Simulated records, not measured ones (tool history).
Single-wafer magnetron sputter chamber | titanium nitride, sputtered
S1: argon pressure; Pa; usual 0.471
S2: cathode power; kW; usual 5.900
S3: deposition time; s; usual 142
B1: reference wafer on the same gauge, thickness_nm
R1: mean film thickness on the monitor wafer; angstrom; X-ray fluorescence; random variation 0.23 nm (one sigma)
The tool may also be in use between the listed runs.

run	day	S1	S2	S3	B1	R1
1	0.000	0.471	6.450	142	161.946	1600.97
2	0.621	0.471	6.450	142	162.109	1603.81
3	1.758	0.471	5.900	142	162.128	1458.96
4	3.154	0.471	5.900	142	162.043	1459.52
5	3.938	0.471	5.900	163	162.026	1673.40
# day 4.958: capacitance manometer re-zeroed and calibrated
# day 6.229: sputter target and shields replaced
6	6.450	0.471	5.900	163	161.979	1752.29
# day 7.675: magnet pack replaced
7	7.696	0.615	5.900	142	162.097	1419.66
8	8.308	0.615	5.900	142	162.065	1422.49
# day 8.408: gauge calibrated
9	9.629	0.471	6.950	142	162.021	1798.56
10	10.346	0.471	5.900	142	161.926	1532.41
11	11.362	0.376	6.850	167	162.020	2192.74
12	12.588	0.551	5.000	134	162.053	1173.39
13	13.867	0.471	5.900	142	161.955	1526.35

Run 14 comes next. What will it give?
14	14.400	0.619	7.150	117	?	?

Run 14 gave B1 161.971, R1 1416.16 angstrom.
Without the tool's hidden state the same run would have given R1 1430.32 angstrom.
